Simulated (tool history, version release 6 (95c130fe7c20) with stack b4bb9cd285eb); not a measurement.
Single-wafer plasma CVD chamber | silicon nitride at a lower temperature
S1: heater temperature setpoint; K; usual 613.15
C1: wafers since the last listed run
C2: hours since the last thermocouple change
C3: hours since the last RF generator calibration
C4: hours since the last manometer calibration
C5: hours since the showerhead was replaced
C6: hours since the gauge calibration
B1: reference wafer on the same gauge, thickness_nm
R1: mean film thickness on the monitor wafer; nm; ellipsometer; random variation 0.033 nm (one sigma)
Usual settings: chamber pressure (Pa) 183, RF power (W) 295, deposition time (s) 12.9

Run 1, hour 0: usual settings but S1 607.15 K; C1 0; C2 2404.8; C3 2114.2; C4 1468.3; C5 8536.1; C6 211.3; B1 17.297. Result: R1 14.522 nm.
Run 2, hour 25.8: usual settings but RF power (W) 325, deposition time (s) 13.9; C1 497; C2 2430.6; C3 2140; C4 1494.1; C5 8561.9; C6 237.1; B1 17.305. Result: R1 16.749 nm.
Run 3, hour 102.2: usual settings but RF power (W) 325, deposition time (s) 13.9; C1 1474; C2 2507; C3 2216.4; C4 1570.5; C5 8638.3; C6 313.5; B1 17.301. Result: R1 16.685 nm.
Run 4, hour 121.4: usual settings but RF power (W) 325, deposition time (s) 13.9; C1 370; C2 2526.2; C3 2235.6; C4 1589.7; C5 8657.5; C6 332.7; B1 17.303. Result: R1 16.647 nm.
Run 5, hour 157: usual settings; C1 687; C2 2561.8; C3 2271.2; C4 1625.3; C5 8693.1; C6 368.3; B1 17.3. Result: R1 14.373 nm.
Run 6, hour 177.9: usual settings; C1 403; C2 2582.7; C3 2292.1; C4 1646.2; C5 8714; C6 389.2; B1 17.297. Result: R1 14.369 nm.
Run 7, hour 201.4: usual settings but RF power (W) 335, deposition time (s) 11.9; C1 453; C2 2606.2; C3 2315.6; C4 1669.7; C5 8737.5; C6 412.7; B1 17.297. Result: R1 14.451 nm.
At hour 202.9: gauge calibrated.
At hour 215.9: showerhead replaced, of another model than before.
Run 8, hour 224.2: usual settings; C1 285; C2 2629; C3 2338.4; C4 1692.5; C5 8.3; C6 21.3; B1 17.297. Result: R1 13.97 nm.
At hour 241.1: thermocouple changed; heater temperature recalibrated.
Run 9, hour 242.4: usual settings but S1 619.15 K, chamber pressure (Pa) 140, RF power (W) 245, deposition time (s) 13.7; C1 196; C2 1.3; C3 2356.6; C4 1710.7; C5 26.5; C6 39.5; B1 17.294. Result: R1 11.179 nm.
Run 10, hour 258.5: usual settings but RF power (W) 335, deposition time (s) 11.9; C1 310; C2 17.4; C3 2372.7; C4 1726.8; C5 42.6; C6 55.6; B1 17.301. Result: R1 14.499 nm.

The next listed run, before its measurement:
At hour 280.2: RF generator calibrated.
At hour 286.2: capacitance manometer re-zeroed and calibrated.
Run 11, hour 286.7: usual settings; C1 274; C2 45.6; C3 6.5; C4 0.5; C5 70.8; C6 83.8; B1 ?. Result: R1 ?.

Run 11 gave B1 17.295, R1 15.303 nm.
Without the tool's hidden state the same run would have given R1 15.317 nm.
